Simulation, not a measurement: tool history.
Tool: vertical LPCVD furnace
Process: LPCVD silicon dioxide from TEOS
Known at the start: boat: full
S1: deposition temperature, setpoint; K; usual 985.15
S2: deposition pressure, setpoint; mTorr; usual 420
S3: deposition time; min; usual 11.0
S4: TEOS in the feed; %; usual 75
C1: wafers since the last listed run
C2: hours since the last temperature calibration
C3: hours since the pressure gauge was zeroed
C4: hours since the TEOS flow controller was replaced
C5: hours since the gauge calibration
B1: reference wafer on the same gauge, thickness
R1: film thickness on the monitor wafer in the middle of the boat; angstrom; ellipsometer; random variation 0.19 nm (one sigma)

Run 1, hour 0.0: usual settings; C1 0; C2 3701.6; C3 3138.9; C4 3085.9; C5 200.0; B1 146.94. Result: R1 1386.0 angstrom.
Run 2, hour 7.0: usual settings; C1 115; C2 3708.6; C3 3145.9; C4 3092.9; C5 207.0; B1 146.98. Result: R1 1390.2 angstrom.
Run 3, hour 21.0: usual settings; C1 230; C2 3722.6; C3 3159.9; C4 3106.9; C5 221.0; B1 146.97. Result: R1 1392.9 angstrom.
Run 4, hour 38.6: usual settings but S2 470 mTorr; C1 289; C2 3740.2; C3 3177.5; C4 3124.5; C5 238.6; B1 146.95. Result: R1 1468.8 angstrom.
Run 5, hour 47.2: usual settings but S2 470 mTorr; C1 141; C2 3748.8; C3 3186.1; C4 3133.1; C5 247.2; B1 146.99. Result: R1 1468.0 angstrom.
Run 6, hour 62.4: usual settings; C1 249; C2 3764.0; C3 3201.3; C4 3148.3; C5 262.4; B1 147.06. Result: R1 1392.2 angstrom.
Run 7, hour 72.4: usual settings; C1 164; C2 3774.0; C3 3211.3; C4 3158.3; C5 272.4; B1 146.93. Result: R1 1388.2 angstrom.
Run 8, hour 86.0: usual settings; C1 223; C2 3787.6; C3 3224.9; C4 3171.9; C5 286.0; B1 147.01. Result: R1 1390.3 angstrom.
Run 9, hour 93.7: usual settings but S2 345 mTorr; C1 126; C2 3795.3; C3 3232.6; C4 3179.6; C5 293.7; B1 147.03. Result: R1 1263.3 angstrom.
At hour 120.7: gauge calibrated.
At hour 124.2: TEOS flow controller replaced.
At hour 126.5: pressure gauge zeroed.
Run 10, hour 127.0: usual settings but S2 345 mTorr; C1 115; C2 3828.6; C3 0.5; C4 2.8; C5 6.3; B1 146.98. Result: R1 1260.5 angstrom.
Run 11, hour 130.0: usual settings but S2 345 mTorr; C1 49; C2 3831.6; C3 3.5; C4 5.8; C5 9.3; B1 147.08. Result: R1 1262.6 angstrom.
At hour 155.5: thermocouples replaced and temperature profile calibrated.
Run 12, hour 156.0: usual settings but S2 380 mTorr; C1 32; C2 0.5; C3 29.5; C4 31.8; C5 35.3; B1 147.03. Result: R1 1217.7 angstrom.
Run 13, hour 159.0: usual settings; C1 49; C2 3.5; C3 32.5; C4 34.8; C5 38.3; B1 146.94. Result: R1 1281.5 angstrom.
Run 14, hour 170.7: usual settings but S2 320 mTorr, S4 83 %; C1 192; C2 15.2; C3 44.2; C4 46.5; C5 50.0; B1 147.09. Result: R1 1175.2 angstrom.
Run 15, hour 186.4: usual settings but S2 470 mTorr; C1 257; C2 30.9; C3 59.9; C4 62.2; C5 65.7; B1 146.97. Result: R1 1351.8 angstrom.
Run 16, hour 204.3: usual settings but S2 335 mTorr, S3 13.0 min, S4 68 %; C1 294; C2 48.8; C3 77.8; C4 80.1; C5 83.6; B1 146.97. Result: R1 1286.7 angstrom.
Run 17, hour 212.5: usual settings but S1 995.15 K, S3 15.0 min; C1 134; C2 57.0; C3 86.0; C4 88.3; C5 91.8; B1 147.07. Result: R1 2187.4 angstrom.
Run 18, hour 218.9: usual settings but S2 345 mTorr; C1 105; C2 63.4; C3 92.4; C4 94.7; C5 98.2; B1 146.89. Result: R1 1163.3 angstrom.
Run 19, hour 234.8: usual settings but S2 340 mTorr; C1 261; C2 79.3; C3 108.3; C4 110.6; C5 114.1; B1 146.97. Result: R1 1155.2 angstrom.
Run 20, hour 251.3: usual settings but S1 976.15 K, S2 375 mTorr, S3 14.5 min, S4 63 %; C1 271; C2 95.8; C3 124.8; C4 127.1; C5 130.6; B1 147.08. Result: R1 1190.0 angstrom.
Run 21, hour 259.7: usual settings but S2 350 mTorr; C1 138; C2 104.2; C3 133.2; C4 135.5; C5 139.0; B1 146.88. Result: R1 1171.4 angstrom.
Run 22, hour 277.2: usual settings but S1 979.15 K, S2 515 mTorr, S3 7.0 min, S4 62 %; C1 287; C2 121.7; C3 150.7; C4 153.0; C5 156.5; B1 147.05. Result: R1 715.5 angstrom.
Run 23, hour 291.1: usual settings but S2 520 mTorr, S3 7.5 min; C1 228; C2 135.6; C3 164.6; C4 166.9; C5 170.4; B1 147.04. Result: R1 972.0 angstrom.

3 ways to go on from here, each from the tool as it stands after run 23. What would each give?
Run A, hour 294.2: usual settings but S3 9.0 min; C1 50; C2 138.7; C3 167.7; C4 170.0; C5 173.5; B1 ?. Result: R1 ?.
Run B, hour 294.2: usual settings but S2 330 mTorr; C1 50; C2 138.7; C3 167.7; C4 170.0; C5 173.5; B1 ?. Result: R1 ?.
Run C, hour 294.2: usual settings but S1 990.15 K, S2 455 mTorr, S4 80 %; C1 50; C2 138.7; C3 167.7; C4 170.0; C5 173.5; B1 ?. Result: R1 ?.

run      B1      R1
  A  146.93  1051.3
  B  146.93  1139.0
  C  146.93  1546.1
Without the tool's hidden state the same runs would have given:
run      R1
  A  1038.5
  B  1125.0
  C  1527.4
